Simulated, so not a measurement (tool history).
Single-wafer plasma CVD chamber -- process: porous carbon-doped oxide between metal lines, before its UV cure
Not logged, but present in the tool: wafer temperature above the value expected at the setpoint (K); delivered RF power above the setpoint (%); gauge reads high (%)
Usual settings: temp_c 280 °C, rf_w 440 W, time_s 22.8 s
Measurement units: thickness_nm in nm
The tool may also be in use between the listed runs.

| run | day | temp_c | rf_w | time_s | wafers since the last listed run | hours since the last thermocouple change | hours since the last RF generator calibration | hours since the showerhead was replaced | hours since the gauge calibration | read-back reference wafer on the same gauge, thickness_nm | thickness_nm |
|---|---|---|---|---|---|---|---|---|---|---|---|
| 1 | 0 | 280 | 440 | 24.8 | 0 | 1592.1 | 1619.3 | 3621 | 1005 | 127.992 | 131.211 |
| 2 | 1.4 | 280 | 440 | 22.8 | 980 | 1625.7 | 1652.9 | 3654.6 | 1038.6 | 127.993 | 121.027 |
| 3 | 2.533 | 280 | 440 | 22.8 | 793 | 1652.9 | 1680.1 | 3681.8 | 1065.8 | 128.102 | 120.964 |
| 4 | 3.217 | 280 | 440 | 22.8 | 478 | 1669.3 | 1696.5 | 3698.2 | 1082.2 | 128.11 | 121.492 |
| 5 | 3.838 | 280 | 440 | 22.8 | 434 | 1684.2 | 1711.4 | 3713.1 | 1097.1 | 128.022 | 120.936 |
| 6 | 4.633 | 280 | 440 | 22.8 | 557 | 1703.3 | 1730.5 | 3732.2 | 1116.2 | 127.954 | 121.327 |
|  | 5.221 | gauge calibrated |
| 7 | 5.938 | 280 | 440 | 22.8 | 913 | 1734.6 | 1761.8 | 3763.5 | 17.2 | 127.975 | 121.088 |
| 8 | 7.996 | 280 | 440 | 22.8 | 1441 | 1784 | 1811.2 | 3812.9 | 66.6 | 128.031 | 120.922 |
| 9 | 9.417 | 280 | 440 | 22.8 | 995 | 1818.1 | 1845.3 | 3847 | 100.7 | 127.879 | 121.226 |
| 10 | 10.004 | 280 | 440 | 22.8 | 411 | 1832.2 | 1859.4 | 3861.1 | 114.8 | 128.037 | 120.978 |
| 11 | 10.858 | 280 | 440 | 22.8 | 598 | 1852.7 | 1879.9 | 3881.6 | 135.3 | 127.821 | 121.074 |
| 12 | 12.338 | 280 | 440 | 22.8 | 1036 | 1888.2 | 1915.4 | 3917.1 | 170.8 | 128.106 | 121.509 |
| 13 | 13.717 | 280 | 440 | 22.8 | 966 | 1921.3 | 1948.5 | 3950.2 | 203.9 | 128.104 | 121.844 |
| 14 | 14.312 | 280 | 505 | 22.8 | 417 | 1935.6 | 1962.8 | 3964.5 | 218.2 | 128.056 | 136.449 |
|  | 14.654 | thermocouple changed; heater temperature recalibrated |
| 15 | 15.046 | 274 | 440 | 22.8 | 280 | 9.4 | 1980.4 | 3982.1 | 235.8 | 127.986 | 127.602 |
| 16 | 16.346 | 294 | 440 | 25.7 | 910 | 40.6 | 2011.6 | 4013.3 | 267 | 127.9 | 127.691 |
|  | 17.592 | RF generator calibrated |
| 17 | 17.612 | 268 | 440 | 25.3 | 653 | 71 | 0.5 | 4043.7 | 297.4 | 127.996 | 145.839 |
|  | 17.962 | showerhead replaced |
| 18 | 18.142 | 280 | 440 | 20.9 | 137 | 83.7 | 13.2 | 4.3 | 310.1 | 128.134 | 113.382 |
| 19 | 19.342 | 266 | 495 | 25.6 | 840 | 112.5 | 42 | 33.1 | 338.9 | 128.208 | 166.013 |
| 20 | 19.9 | 280 | 440 | 20.9 | 391 | 125.9 | 55.4 | 46.5 | 352.3 | 128.043 | 114.045 |
| 21 | 21.296 | 289 | 355 | 27 | 977 | 159.4 | 88.9 | 80 | 385.8 | 128.044 | 110.795 |
| 22 | 21.967 | 272 | 440 | 22.8 | 469 | 175.5 | 105 | 96.1 | 401.9 | 127.936 | 129.046 |
| 23 | 23.188 | 292 | 485 | 19.5 | 855 | 204.8 | 134.3 | 125.4 | 431.2 | 127.912 | 108.347 |
|  | 23.579 | thermocouple changed; heater temperature recalibrated, repeated, since the last time left the tool worse |
| 24 | 23.721 | 280 | 440 | 22.8 | 140 | 3.4 | 147.1 | 138.2 | 444 | 128.001 | 118.987 |
| 25 | 24.758 | 280 | 395 | 19.9 | 726 | 28.3 | 172 | 163.1 | 468.9 | 128.053 | 93.945 |
| 26 | 25.529 | 287 | 440 | 20.3 | 539 | 46.8 | 190.5 | 181.6 | 487.4 | 128.142 | 101.619 |
| 27 | 26.362 | 280 | 440 | 19.5 | 583 | 66.8 | 210.5 | 201.6 | 507.4 | 127.957 | 101.997 |
| 28 | 27.554 | 280 | 440 | 22.8 | 834 | 95.4 | 239.1 | 230.2 | 536 | 128.1 | 118.565 |
| 29 | 28.308 | 270 | 390 | 22.8 | 528 | 113.5 | 257.2 | 248.3 | 554.1 | 128.045 | 111.739 |
| 30 | 28.867 | 285 | 440 | 22.8 | 391 | 126.9 | 270.6 | 261.7 | 567.5 | 127.985 | 115.807 |
| 31 | 29.392 | 280 | 440 | 22.8 | 367 | 139.5 | 283.2 | 274.3 | 580.1 | 128.112 | 118.613 |
| 32 | 30.425 | 272 | 525 | 27.2 | 723 | 164.3 | 308 | 299.1 | 604.9 | 127.914 | 172.246 |
| 33 | 31.862 | 286 | 440 | 26.4 | 1007 | 198.8 | 342.5 | 333.6 | 639.4 | 128.039 | 132.776 |

Measured result minus the same run's result without the hidden state. Both carry the same run-to-run variation, though not necessarily the same gauge scatter:
| run | thickness_nm |
|---|---|
| 1 | +3.205 |
| 2 | +2.968 |
| 3 | +2.975 |
| 4 | +2.993 |
| 5 | +2.984 |
| 6 | +2.999 |
| 7 | +3.002 |
| 8 | +3.011 |
| 9 | +3.027 |
| 10 | +3.025 |
| 11 | +3.032 |
| 12 | +3.051 |
| 13 | +3.066 |
| 14 | +3.438 |
| 15 | +4.918 |
| 16 | +4.665 |
| 17 | +6.021 |
| 18 | +4.54 |
| 19 | +7.1 |
| 20 | +4.699 |
| 21 | +4.499 |
| 22 | +5.626 |
| 23 | +4.465 |
| 24 | +0.378 |
| 25 | +0.374 |
| 26 | +0.449 |
| 27 | +0.526 |
| 28 | +0.709 |
| 29 | +0.748 |
| 30 | +0.775 |
| 31 | +0.853 |
| 32 | +1.384 |
| 33 | +1.124 |

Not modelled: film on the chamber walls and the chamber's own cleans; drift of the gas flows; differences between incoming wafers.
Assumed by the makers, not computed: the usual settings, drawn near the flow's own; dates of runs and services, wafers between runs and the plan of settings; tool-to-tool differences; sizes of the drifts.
